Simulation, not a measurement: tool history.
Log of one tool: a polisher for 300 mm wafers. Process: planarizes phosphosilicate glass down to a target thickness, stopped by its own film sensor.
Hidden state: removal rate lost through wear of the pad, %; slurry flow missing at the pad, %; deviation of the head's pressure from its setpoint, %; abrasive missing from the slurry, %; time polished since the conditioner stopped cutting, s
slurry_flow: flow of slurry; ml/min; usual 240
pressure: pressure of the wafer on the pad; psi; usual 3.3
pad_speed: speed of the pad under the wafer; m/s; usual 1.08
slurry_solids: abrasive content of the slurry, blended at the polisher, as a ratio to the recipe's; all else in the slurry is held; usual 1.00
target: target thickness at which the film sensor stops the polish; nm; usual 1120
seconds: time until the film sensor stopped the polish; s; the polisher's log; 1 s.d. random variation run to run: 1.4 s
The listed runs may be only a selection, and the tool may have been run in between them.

run    hour  slurry_flow  pressure  pad_speed  slurry_solids  target  wafers since the last listed run  wafers polished on this pad  hours since the slurry nozzle was cleaned  hours since the head pressure was calibrated  hours since the slurry blender was calibrated  hours since the conditioning disc was replaced  incoming thickness of the incoming film, nm  seconds
  1     0.0          240       3.3       0.84           1.00    1120                                 0                         2470                                      205.8                                         999.9                                           23.6                                            47.7                                       2144.9    148.0
  2    36.6          240       3.3       1.08           1.00    1120                               430                         2901                                      242.4                                        1036.5                                           60.2                                            84.3                                       2141.6    128.2
  3   125.8          240       3.3       1.08           1.00    1120                              1048                         3949                                      331.6                                        1125.7                                          149.4                                           173.5                                       2198.5    136.2
      167.3  -- worn pad replaced by a new one
      216.6  -- head pressure recalibrated
      271.6  -- slurry nozzle cleaned
  4   276.6          240       3.3       1.32           1.00    1120                              1690                         1249                                        5.0                                          60.0                                          300.2                                           324.3                                       2181.1    122.4
      325.6  -- conditioning disc replaced and pad reconditioned
  5   356.6          240       3.3       1.08           1.00    1120                               916                         2166                                       85.0                                         140.0                                          380.2                                            31.0                                       2148.3    134.1
      378.0  -- slurry blender recalibrated
      619.1  -- worn pad replaced by a new one
  6   622.5          240       3.3       1.08           1.00    1120                              3055                           40                                      350.9                                         405.9                                          244.5                                           296.9                                       2147.5    136.4
  7   676.5          240       2.8       1.08           1.00    1120                               634                          675                                      404.9                                         459.9                                          298.5                                           350.9                                       2130.2    148.1
      731.0  -- conditioning disc replaced and pad reconditioned
  8   733.1          240       3.3       1.08           1.00    1120                               641                         1317                                      461.5                                         516.5                                          355.1                                             2.1                                       2148.0    135.3
      749.8  -- slurry nozzle cleaned, repeated, since the last time left the tool worse
  9   804.8          240       3.3       1.08           1.00    1120                               831                         2148                                       55.0                                         588.2                                          426.8                                            73.8                                       2151.5    129.3
      810.2  -- slurry blender recalibrated
 10   904.2          240       3.3       1.08           1.00     919                              1145                         3293                                      154.4                                         687.6                                           94.0                                           173.2                                       2121.1    150.5
      967.3  -- worn pad replaced by a new one
 11   976.6          290       3.3       1.36           1.00    1120                               804                          108                                      226.8                                         760.0                                          166.4                                           245.6                                       2191.1    115.1
 12  1078.7          210       3.3       1.08           0.70    1449                              1200                         1309                                      328.9                                         862.1                                          268.5                                           347.7                                       2175.9    105.0
 13  1127.9          240       3.3       0.90           0.85    1473                               578                         1887                                      378.1                                         911.3                                          317.7                                           396.9                                       2136.3     97.6
     1183.1  -- conditioning disc replaced and pad reconditioned
 14  1183.6          240       3.3       1.08           1.00    1120                               631                         2518                                      433.8                                         967.0                                          373.4                                             0.5                                       2133.9    127.2
     1240.5  -- slurry nozzle cleaned
     1248.0  -- slurry blender recalibrated
     1264.6  -- head pressure recalibrated
 15  1265.1          240       3.3       1.08           1.15    1120                               899                         3418                                       24.6                                           0.5                                           17.1                                            82.0                                       2169.9    122.4
 16  1304.0          240       3.3       1.08           1.00    1120                               457                         3875                                       63.5                                          39.4                                           56.0                                           120.9                                       2130.4    124.5
 17  1341.5          165       3.3       1.30           1.20    1120                               440                         4316                                      101.0                                          76.9                                           93.5                                           158.4                                       2151.7    111.8
     1353.5  -- worn pad replaced by a new one
 18  1433.5          240       3.3       1.40           1.00     997                              1034                          940                                      193.0                                         168.9                                          185.5                                           250.4                                       2163.7    125.2
 19  1513.3          240       4.3       1.08           1.00    1120                               938                         1878                                      272.8                                         248.7                                          265.3                                           330.2                                       2167.4    108.5
     1576.6  -- conditioning disc replaced and pad reconditioned
 20  1602.1          240       3.3       1.08           1.00    1120                              1020                         2899                                      361.6                                         337.5                                          354.1                                            25.5                                       2176.5    132.6
     1693.1  -- slurry blender recalibrated
 21  1705.7          270       4.0       0.90           1.00    1120                              1194                         4093                                      465.2                                         441.1                                           12.6                                           129.1                                       2145.9    123.0
     1728.1  -- worn pad replaced by a new one
     1728.5  -- slurry nozzle cleaned
 22  1790.8          240       3.3       1.08           1.00    1120                               949                          732                                       62.3                                         526.2                                           97.7                                           214.2                                       2149.2    128.4
 23  1853.6          305       4.5       0.86           1.00    1120                               738                         1471                                      125.1                                         589.0                                          160.5                                           277.0                                       2141.2    110.7

Branching from run 23: 5 alternative next runs. What would each branch give?
  A  1854.0          240       3.3       1.30           1.00    1120                                 4                         1475                                      125.5                                         589.4                                          160.9                                           277.4                                       2141.4        ?
  B  1854.0          240       4.3       1.08           1.10     874                                 4                         1475                                      125.5                                         589.4                                          160.9                                           277.4                                       2141.4        ?
  C  1854.0          240       3.3       1.08           1.00     928                                 4                         1475                                      125.5                                         589.4                                          160.9                                           277.4                                       2141.4        ?
  D  1854.0          240       4.2       0.76           1.00    1120                                 4                         1475                                      125.5                                         589.4                                          160.9                                           277.4                                       2141.4        ?
  E  1854.0          240       3.3       0.78           1.00    1120                                 4                         1475                                      125.5                                         589.4                                          160.9                                           277.4                                       2141.4        ?

run  seconds
  A    113.0
  B    125.1
  C    149.4
  D    128.0
  E    149.6
Take away the tool's hidden state, keep each run's random variation, and the runs would have read:
run  seconds
  A    111.4
  B    123.3
  C    147.3
  D    126.2
  E    147.5
